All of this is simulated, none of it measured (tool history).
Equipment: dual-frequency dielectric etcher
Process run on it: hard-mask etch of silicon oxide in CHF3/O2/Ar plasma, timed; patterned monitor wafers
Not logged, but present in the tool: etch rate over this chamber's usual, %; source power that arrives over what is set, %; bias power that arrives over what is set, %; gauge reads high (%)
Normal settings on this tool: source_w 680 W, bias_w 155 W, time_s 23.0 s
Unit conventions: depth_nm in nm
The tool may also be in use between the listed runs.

run	day	source_w	bias_w	time_s	wafers since the last listed run	hours since the last wet clean	hours since the last source power generator calibration	hours since the last bias power generator calibration	hours since the last upper electrode change	hours since the gauge calibration	read-back reference wafer on the same gauge, depth_nm	depth_nm
1	0.000	680	155	20.0	0	695.5	1075.6	1567.9	19.7	91.4	48.32	37.70
2	2.317	680	155	20.0	1090	751.1	1131.2	1623.5	75.3	147.0	48.27	37.51
3	6.283	680	155	20.0	1867	846.3	1226.4	1718.7	170.5	242.2	48.27	37.21
# day 7.646: wet clean of the chamber
4	8.729	680	155	23.0	680	26.0	1285.1	1777.4	229.2	300.9	48.32	44.14
5	12.883	680	155	17.0	1955	125.7	1384.8	1877.1	328.9	400.6	48.28	32.60
6	17.238	540	131	18.0	2049	230.2	1489.3	1981.6	433.4	505.1	48.29	31.30
7	19.179	540	181	16.5	914	276.8	1535.9	2028.2	480.0	551.7	48.31	31.22
8	20.942	680	155	23.0	829	319.1	1578.2	2070.5	522.3	594.0	48.31	43.56
9	25.262	580	192	18.5	2034	422.8	1681.9	2174.2	626.0	697.7	48.30	35.68
10	28.471	810	144	23.0	1510	499.8	1758.9	2251.2	703.0	774.7	48.31	44.39
# day 31.479: source power generator calibrated
11	31.812	680	155	23.0	1494	580.0	8.0	2331.4	783.2	854.9	48.30	43.41
12	34.542	520	144	18.5	1284	645.5	73.5	2396.9	848.7	920.4	48.33	32.20
13	38.679	680	155	23.0	1947	744.8	172.8	2496.2	948.0	1019.7	48.30	42.94
# day 40.342: wet clean of the chamber
14	43.004	600	155	17.0	1565	63.9	276.6	2600.0	1051.8	1123.5	48.27	31.87
15	47.433	810	144	17.5	2085	170.2	382.9	2706.3	1158.1	1229.8	48.31	34.40
16	50.054	520	155	19.5	1233	233.1	445.8	2769.2	1221.0	1292.7	48.32	35.40
# day 61.683: bias power generator calibrated
17	62.379	680	117	23.0	5723	528.9	741.6	16.7	1516.8	1588.5	48.28	41.38
18	66.483	610	178	21.0	1932	627.4	840.1	115.2	1615.3	1687.0	48.31	40.81
19	68.658	790	188	27.0	1023	679.6	892.3	167.4	1667.5	1739.2	48.31	56.38
20	73.117	780	119	16.5	2098	786.6	999.3	274.4	1774.5	1846.2	48.28	30.28
# day 74.862: wet clean of the chamber
21	75.971	680	155	23.0	872	26.6	1067.8	342.9	1843.0	1914.7	48.31	44.74
22	78.646	550	125	16.0	1259	90.8	1132.0	407.1	1907.2	1978.9	48.30	28.04
23	82.129	680	155	23.0	1639	174.4	1215.6	490.7	1990.8	2062.5	48.28	44.52
24	84.912	580	143	23.0	1310	241.2	1282.4	557.5	2057.6	2129.3	48.30	42.06
25	86.638	540	172	25.5	812	282.6	1323.8	598.9	2099.0	2170.7	48.29	47.99
26	88.504	640	183	23.0	878	327.4	1368.6	643.7	2143.8	2215.5	48.29	45.72
27	92.979	790	155	27.0	2106	434.8	1476.0	751.1	2251.2	2322.9	48.31	53.65
28	94.917	530	155	23.0	912	481.3	1522.5	797.6	2297.7	2369.4	48.30	41.67

What if the next run were any one of these 5? Each begins from the tool's condition after run 28:
A	94.933	680	155	23.0	7	481.7	1522.9	798.0	2298.1	2369.8	?	?
B	94.933	680	155	30.0	7	481.7	1522.9	798.0	2298.1	2369.8	?	?
C	94.933	680	185	23.0	7	481.7	1522.9	798.0	2298.1	2369.8	?	?
D	94.933	800	127	23.0	7	481.7	1522.9	798.0	2298.1	2369.8	?	?
E	94.933	630	138	28.0	7	481.7	1522.9	798.0	2298.1	2369.8	?	?

run	read-back reference wafer on the same gauge, depth_nm	depth_nm
A	48.29	44.10
B	48.29	57.52
C	48.29	46.33
D	48.29	43.54
E	48.29	51.15
The same runs, with their run-to-run variation unchanged, on a tool lacking any hidden condition would have given:
run	depth_nm
A	45.20
B	58.96
C	47.50
D	44.61
E	52.42

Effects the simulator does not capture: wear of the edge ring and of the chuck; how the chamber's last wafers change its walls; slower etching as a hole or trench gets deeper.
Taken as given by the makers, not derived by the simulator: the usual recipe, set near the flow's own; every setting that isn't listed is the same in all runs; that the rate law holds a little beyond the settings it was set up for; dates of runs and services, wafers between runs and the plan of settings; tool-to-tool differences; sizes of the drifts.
